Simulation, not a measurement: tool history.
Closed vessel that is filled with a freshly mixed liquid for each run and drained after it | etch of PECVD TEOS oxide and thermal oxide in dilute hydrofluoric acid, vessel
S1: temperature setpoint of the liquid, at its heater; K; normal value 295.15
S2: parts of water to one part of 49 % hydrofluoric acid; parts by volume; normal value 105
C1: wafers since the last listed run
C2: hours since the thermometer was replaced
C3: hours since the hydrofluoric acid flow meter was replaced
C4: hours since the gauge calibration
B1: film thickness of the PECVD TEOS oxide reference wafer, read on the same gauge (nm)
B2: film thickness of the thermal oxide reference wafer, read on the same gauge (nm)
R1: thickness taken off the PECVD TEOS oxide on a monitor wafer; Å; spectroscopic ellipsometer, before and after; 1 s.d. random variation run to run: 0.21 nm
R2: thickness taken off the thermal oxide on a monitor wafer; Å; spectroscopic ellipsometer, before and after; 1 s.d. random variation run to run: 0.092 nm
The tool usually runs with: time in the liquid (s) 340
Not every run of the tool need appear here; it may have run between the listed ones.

{"run": 1, "day": 0.0, "S1": 291.15, "S2": 105, "time in the liquid (s)": 340, "C1": 0, "C2": 589.8, "C3": 862.4, "C4": 340.7, "B1": 90, "B2": 79.98, "R1": 370.5, "R2": 111.6}
{"run": 2, "day": 0.442, "S1": 291.15, "S2": 105, "time in the liquid (s)": 340, "C1": 1224, "C2": 600.4, "C3": 873, "C4": 351.3, "B1": 90, "B2": 80.03, "R1": 369.4, "R2": 112.7}
{"run": 3, "day": 0.9, "S1": 297.15, "S2": 105, "time in the liquid (s)": 340, "C1": 1270, "C2": 611.4, "C3": 884, "C4": 362.3, "B1": 90, "B2": 79.98, "R1": 481.8, "R2": 143.8}
{"run": 4, "day": 1.312, "S1": 297.15, "S2": 105, "time in the liquid (s)": 340, "C1": 1143, "C2": 621.3, "C3": 893.9, "C4": 372.2, "B1": 89.98, "B2": 79.96, "R1": 479.3, "R2": 142.3}
{"run": 5, "day": 1.638, "S1": 293.65, "S2": 105, "time in the liquid (s)": 340, "C1": 900, "C2": 629.1, "C3": 901.7, "C4": 380, "B1": 90.01, "B2": 79.96, "R1": 416.8, "R2": 126}
{"run": 6, "day": 2.358, "S1": 293.65, "S2": 105, "time in the liquid (s)": 340, "C1": 1997, "C2": 646.4, "C3": 919, "C4": 397.3, "B1": 89.97, "B2": 80, "R1": 418.4, "R2": 125.4}
{"day": 2.683, "done": "hydrofluoric acid flow meter replaced"}
{"run": 7, "day": 3.067, "S1": 295.15, "S2": 105, "time in the liquid (s)": 340, "C1": 1847, "C2": 663.4, "C3": 9.2, "C4": 414.3, "B1": 89.98, "B2": 80.02, "R1": 415.3, "R2": 124}
{"run": 8, "day": 3.396, "S1": 295.15, "S2": 105, "time in the liquid (s)": 340, "C1": 912, "C2": 671.3, "C3": 17.1, "C4": 422.2, "B1": 89.99, "B2": 80, "R1": 415.5, "R2": 123.6}
{"run": 9, "day": 4.038, "S1": 295.15, "S2": 105, "time in the liquid (s)": 340, "C1": 1778, "C2": 686.7, "C3": 32.5, "C4": 437.6, "B1": 90.02, "B2": 80, "R1": 417.1, "R2": 125.2}
{"day": 4.65, "done": "gauge calibrated"}
{"run": 10, "day": 4.733, "S1": 299.15, "S2": 140, "time in the liquid (s)": 340, "C1": 1928, "C2": 703.4, "C3": 49.2, "C4": 2, "B1": 90.03, "B2": 79.97, "R1": 351.8, "R2": 105.3}
{"run": 11, "day": 5.246, "S1": 295.15, "S2": 105, "time in the liquid (s)": 340, "C1": 1420, "C2": 715.7, "C3": 61.5, "C4": 14.3, "B1": 89.99, "B2": 79.98, "R1": 415.3, "R2": 124.3}
{"run": 12, "day": 5.85, "S1": 299.65, "S2": 120, "time in the liquid (s)": 340, "C1": 1674, "C2": 730.2, "C3": 76, "C4": 28.8, "B1": 90, "B2": 79.99, "R1": 422.8, "R2": 128.2}
{"day": 6.017, "done": "thermometer replaced"}
{"run": 13, "day": 6.442, "S1": 295.15, "S2": 105, "time in the liquid (s)": 340, "C1": 1524, "C2": 10.2, "C3": 90.2, "C4": 43, "B1": 89.99, "B2": 80, "R1": 416.4, "R2": 125.6}
{"run": 14, "day": 7.042, "S1": 295.15, "S2": 120, "time in the liquid (s)": 340, "C1": 1662, "C2": 24.6, "C3": 104.6, "C4": 57.4, "B1": 89.99, "B2": 79.98, "R1": 355.8, "R2": 108.1}
{"run": 15, "day": 7.408, "S1": 292.15, "S2": 145, "time in the liquid (s)": 140, "C1": 1016, "C2": 33.4, "C3": 113.4, "C4": 66.2, "B1": 90, "B2": 79.98, "R1": 104.4, "R2": 31.8}
{"run": 16, "day": 8.096, "S1": 295.15, "S2": 105, "time in the liquid (s)": 250, "C1": 1905, "C2": 49.9, "C3": 129.9, "C4": 82.7, "B1": 90, "B2": 79.97, "R1": 309.5, "R2": 92.4}
{"run": 17, "day": 8.692, "S1": 295.15, "S2": 105, "time in the liquid (s)": 280, "C1": 1651, "C2": 64.2, "C3": 144.2, "C4": 97, "B1": 90, "B2": 80.04, "R1": 345.5, "R2": 103}
{"run": 18, "day": 9.025, "S1": 296.65, "S2": 105, "time in the liquid (s)": 435, "C1": 923, "C2": 72.2, "C3": 152.2, "C4": 105, "B1": 89.99, "B2": 79.98, "R1": 568.3, "R2": 171}
{"run": 19, "day": 9.421, "S1": 299.65, "S2": 105, "time in the liquid (s)": 340, "C1": 1097, "C2": 81.7, "C3": 161.7, "C4": 114.5, "B1": 90.01, "B2": 79.96, "R1": 504.3, "R2": 151.3}
{"run": 20, "day": 9.825, "S1": 299.15, "S2": 145, "time in the liquid (s)": 165, "C1": 1120, "C2": 91.4, "C3": 171.4, "C4": 124.2, "B1": 90.01, "B2": 80, "R1": 164.2, "R2": 49}
{"run": 21, "day": 10.375, "S1": 295.15, "S2": 105, "time in the liquid (s)": 340, "C1": 1524, "C2": 104.6, "C3": 184.6, "C4": 137.4, "B1": 90, "B2": 80.02, "R1": 418.9, "R2": 126}
{"run": 22, "day": 11.029, "S1": 298.15, "S2": 145, "time in the liquid (s)": 340, "C1": 1812, "C2": 120.3, "C3": 200.3, "C4": 153.1, "B1": 90.01, "B2": 80.01, "R1": 326.4, "R2": 98.4}
{"run": 23, "day": 11.629, "S1": 297.65, "S2": 105, "time in the liquid (s)": 270, "C1": 1662, "C2": 134.7, "C3": 214.7, "C4": 167.5, "B1": 90, "B2": 79.98, "R1": 365.7, "R2": 111.8}
{"run": 24, "day": 12.042, "S1": 299.65, "S2": 75, "time in the liquid (s)": 155, "C1": 1143, "C2": 144.6, "C3": 224.6, "C4": 177.4, "B1": 90, "B2": 80, "R1": 337.9, "R2": 101.1}
{"run": 25, "day": 12.421, "S1": 292.65, "S2": 150, "time in the liquid (s)": 225, "C1": 1050, "C2": 153.7, "C3": 233.7, "C4": 186.5, "B1": 90, "B2": 80.01, "R1": 169.1, "R2": 50.7}
{"run": 26, "day": 13.062, "S1": 299.15, "S2": 125, "time in the liquid (s)": 135, "C1": 1778, "C2": 169.1, "C3": 249.1, "C4": 201.9, "B1": 90.01, "B2": 79.98, "R1": 161.5, "R2": 48.1}
{"run": 27, "day": 13.679, "S1": 295.15, "S2": 105, "time in the liquid (s)": 340, "C1": 1709, "C2": 183.9, "C3": 263.9, "C4": 216.7, "B1": 90.02, "B2": 80.02, "R1": 423.1, "R2": 126.5}

3 ways to go on from here, each from the tool as it stands after run 27. What would each give?
{"run": "A", "day": 13.708, "S1": 295.15, "S2": 105, "time in the liquid (s)": 340, "C1": 80, "C2": 184.6, "C3": 264.6, "C4": 217.4, "B1": "?", "B2": "?", "R1": "?", "R2": "?"}
{"run": "B", "day": 13.708, "S1": 295.15, "S2": 105, "time in the liquid (s)": 425, "C1": 80, "C2": 184.6, "C3": 264.6, "C4": 217.4, "B1": "?", "B2": "?", "R1": "?", "R2": "?"}
{"run": "C", "day": 13.708, "S1": 295.15, "S2": 105, "time in the liquid (s)": 275, "C1": 80, "C2": 184.6, "C3": 264.6, "C4": 217.4, "B1": "?", "B2": "?", "R1": "?", "R2": "?"}

run=A B1=90.01 B2=79.99 R1=422.6 R2=126.5
run=B B1=90.01 B2=79.99 R1=528.2 R2=158.1
run=C B1=90.01 B2=79.99 R1=341.8 R2=102.3
Take away the tool's hidden state, keep each run's random variation, and the runs would have read:
run=A R1=412.7 R2=123.5
run=B R1=515.9 R2=154.4
run=C R1=333.8 R2=99.9

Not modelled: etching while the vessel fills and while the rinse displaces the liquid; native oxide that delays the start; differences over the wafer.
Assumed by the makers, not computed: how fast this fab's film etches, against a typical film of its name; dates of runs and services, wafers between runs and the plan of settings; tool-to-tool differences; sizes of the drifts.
